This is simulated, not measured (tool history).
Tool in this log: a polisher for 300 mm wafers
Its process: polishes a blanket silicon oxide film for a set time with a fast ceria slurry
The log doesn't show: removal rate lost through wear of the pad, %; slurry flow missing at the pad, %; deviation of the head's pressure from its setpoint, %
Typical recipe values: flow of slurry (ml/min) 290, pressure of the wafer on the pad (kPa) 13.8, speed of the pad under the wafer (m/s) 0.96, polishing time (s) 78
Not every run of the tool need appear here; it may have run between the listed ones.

run    hour  flow of slurry (ml/min)  pressure of the wafer on the pad (kPa)  speed of the pad under the wafer (m/s)  polishing time (s)  wafers since the last listed run  wafers polished on this pad  hours since the slurry nozzle was cleaned  hours since the head pressure was calibrated  incoming thickness of the incoming film, nm  film removed (nm)
  1       0                      290                                    13.8                                    0.96                  78                                 0                         1395                                      173.5                                         405.5                                         3858              792.3
       80.1  -- worn pad replaced by a new one
  2    81.7                      290                                    13.8                                    0.96                  78                               539                           10                                      255.2                                         487.2                                       3823.1              798.5
      146.6  -- slurry nozzle cleaned
  3   159.8                      290                                    13.8                                    0.96                  78                               534                          545                                       13.2                                         565.3                                       3856.1              843.8
      249.1  -- head pressure recalibrated
  4   251.6                      290                                    13.8                                    0.96                  78                               622                         1168                                        105                                           2.5                                       3804.7              821.7
  5   352.3                      290                                    13.8                                    0.96                  78                               698                         1867                                      205.7                                         103.2                                       3908.2              801.1
      396.1  -- worn pad replaced by a new one
      453.1  -- slurry nozzle cleaned
  6   597.9                      290                                    13.8                                    0.96                  60                              1669                         1392                                      144.8                                         348.8                                       3862.9              619.9
  7   651.9                      290                                    13.8                                    0.96                  60                               374                         1767                                      198.8                                         402.8                                       3855.5              623.1
      710.7  -- worn pad replaced by a new one
  8     719                      290                                    13.8                                    0.96                  78                               437                           57                                      265.9                                         469.9                                       3915.2              797.5
      761.7  -- slurry nozzle cleaned
  9   762.2                      290                                    13.8                                    0.96                  78                               292                          350                                        0.5                                         513.1                                       3877.3                836
 10   821.6                      255                                    16.5                                    0.96                 104                               412                          762                                       59.9                                         572.5                                       3794.2             1312.2
      831.5  -- head pressure recalibrated
 11   882.8                      290                                    17.9                                    0.96                  52                               410                         1173                                      121.1                                          51.3                                       3854.5              695.9
      976.8  -- worn pad replaced by a new one
 12   987.6                      390                                    13.8                                    0.96                  78                               699                           74                                      225.9                                         156.1                                       3792.5              807.1
 13  1048.5                      260                                    17.2                                    0.68                  69                               422                          497                                      286.8                                           217                                       3902.2              680.1
     1094.3  -- slurry nozzle cleaned
 14  1098.1                      290                                    13.8                                    0.96                  57                               337                          834                                        3.8                                         266.6                                       3817.4              623.3
 15  1192.7                      290                                    13.8                                    0.96                  78                               656                         1490                                       98.4                                         361.2                                         3837              818.9
 16  1269.6                      290                                    15.9                                     0.7                  98                               533                         2024                                      175.3                                         438.1                                       3788.6              929.8

Expected results for the next run?
     1290.7  -- worn pad replaced by a new one
 17  1349.3                      290                                    13.8                                    0.96                  57                               525                          406                                        255                                         517.8                                         3782                  ?

film removed (nm): 576.1
Minus the tool's unlogged condition, the same run would have read film removed (nm) 606.2.
